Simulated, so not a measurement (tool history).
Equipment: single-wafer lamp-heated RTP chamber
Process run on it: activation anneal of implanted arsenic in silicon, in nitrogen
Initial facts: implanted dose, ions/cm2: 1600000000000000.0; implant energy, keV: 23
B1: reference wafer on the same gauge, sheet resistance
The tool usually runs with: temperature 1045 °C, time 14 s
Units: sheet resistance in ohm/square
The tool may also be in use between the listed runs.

{"run": 1, "hour": 0.0, "temperature": 1045, "time": 14, "B1": 101.53, "sheet resistance": 81.99}
{"hour": 67.1, "done": "pyrometer window cleaned and pyrometer calibrated"}
{"run": 2, "hour": 67.6, "temperature": 1045, "time": 14, "B1": 101.53, "sheet resistance": 84.75}
{"run": 3, "hour": 117.4, "temperature": 1033, "time": 17, "B1": 101.47, "sheet resistance": 84.09}
{"run": 4, "hour": 170.2, "temperature": 1033, "time": 17, "B1": 101.41, "sheet resistance": 82.76}
{"hour": 180.7, "done": "reflector plate cleaned"}
{"run": 5, "hour": 347.0, "temperature": 1033, "time": 17, "B1": 101.46, "sheet resistance": 83.01}
{"hour": 368.6, "done": "pyrometer window cleaned and pyrometer calibrated"}
{"run": 6, "hour": 404.9, "temperature": 1052, "time": 14, "B1": 101.41, "sheet resistance": 81.93}
{"run": 7, "hour": 454.1, "temperature": 1052, "time": 14, "B1": 101.37, "sheet resistance": 80}
{"hour": 494.9, "done": "reflector plate cleaned"}
{"run": 8, "hour": 495.4, "temperature": 1052, "time": 14, "B1": 101.51, "sheet resistance": 81.41}
{"run": 9, "hour": 543.8, "temperature": 1045, "time": 11, "B1": 101.37, "sheet resistance": 85.36}
{"run": 10, "hour": 611.1, "temperature": 1059, "time": 14, "B1": 101.47, "sheet resistance": 78.61}
{"run": 11, "hour": 680.5, "temperature": 1059, "time": 14, "B1": 101.46, "sheet resistance": 78.36}
{"hour": 690.9, "done": "pyrometer window cleaned and pyrometer calibrated"}
{"hour": 737.0, "done": "gauge calibrated"}
{"run": 12, "hour": 756.8, "temperature": 1059, "time": 14, "B1": 101.45, "sheet resistance": 79.31}
{"hour": 779.8, "done": "reflector plate cleaned"}
{"run": 13, "hour": 796.6, "temperature": 1045, "time": 14, "B1": 101.69, "sheet resistance": 83.41}
{"run": 14, "hour": 837.1, "temperature": 1045, "time": 14, "B1": 101.59, "sheet resistance": 82.6}
{"run": 15, "hour": 891.3, "temperature": 1065, "time": 6, "B1": 101.5, "sheet resistance": 86.24}
{"run": 16, "hour": 940.9, "temperature": 1061, "time": 7, "B1": 101.38, "sheet resistance": 84.67}
{"hour": 968.2, "done": "pyrometer window cleaned and pyrometer calibrated"}
{"run": 17, "hour": 975.9, "temperature": 1027, "time": 14, "B1": 101.5, "sheet resistance": 88.61}
{"run": 18, "hour": 1036.0, "temperature": 1027, "time": 17, "B1": 101.6, "sheet resistance": 85.67}
{"run": 19, "hour": 1070.1, "temperature": 1031, "time": 19, "B1": 101.62, "sheet resistance": 81.58}
{"hour": 1079.9, "done": "reflector plate cleaned"}
{"run": 20, "hour": 1134.4, "temperature": 1045, "time": 14, "B1": 101.33, "sheet resistance": 83.33}
{"run": 21, "hour": 1161.7, "temperature": 1059, "time": 14, "B1": 101.51, "sheet resistance": 78.89}
{"run": 22, "hour": 1207.2, "temperature": 1017, "time": 19, "B1": 101.65, "sheet resistance": 86.48}
{"run": 23, "hour": 1244.7, "temperature": 1054, "time": 19, "B1": 101.49, "sheet resistance": 75.83}
{"hour": 1254.5, "done": "pyrometer window cleaned and pyrometer calibrated"}
{"run": 24, "hour": 1280.1, "temperature": 1029, "time": 14, "B1": 101.36, "sheet resistance": 87.78}
{"run": 25, "hour": 1305.2, "temperature": 1062, "time": 11, "B1": 101.52, "sheet resistance": 81.35}
{"run": 26, "hour": 1375.0, "temperature": 1053, "time": 14, "B1": 101.69, "sheet resistance": 79.17}
{"hour": 1402.1, "done": "reflector plate cleaned"}
{"run": 27, "hour": 1409.9, "temperature": 1052, "time": 14, "B1": 101.53, "sheet resistance": 81.18}
{"run": 28, "hour": 1468.9, "temperature": 1072, "time": 14, "B1": 101.55, "sheet resistance": 75.81}
{"run": 29, "hour": 1537.2, "temperature": 1066, "time": 7, "B1": 101.51, "sheet resistance": 84.32}

Predict each of these 4 candidate next runs independently; none follows another, all start after run 29:
{"run": "A", "hour": 1537.6, "temperature": 1045, "time": 14, "B1": "?", "sheet resistance": "?"}
{"run": "B", "hour": 1537.6, "temperature": 1062, "time": 8, "B1": "?", "sheet resistance": "?"}
{"run": "C", "hour": 1537.6, "temperature": 1022, "time": 20, "B1": "?", "sheet resistance": "?"}
{"run": "D", "hour": 1537.6, "temperature": 1069, "time": 14, "B1": "?", "sheet resistance": "?"}

run=A B1=101.41 sheet_resistance=81.98
run=B B1=101.41 sheet_resistance=83.6
run=C B1=101.41 sheet_resistance=84.34
run=D B1=101.41 sheet_resistance=75.97
Without the tool's unlogged condition, the same runs would have read:
run=A sheet_resistance=85.98
run=B sheet_resistance=87.33
run=C sheet_resistance=88.64
run=D sheet_resistance=79.59

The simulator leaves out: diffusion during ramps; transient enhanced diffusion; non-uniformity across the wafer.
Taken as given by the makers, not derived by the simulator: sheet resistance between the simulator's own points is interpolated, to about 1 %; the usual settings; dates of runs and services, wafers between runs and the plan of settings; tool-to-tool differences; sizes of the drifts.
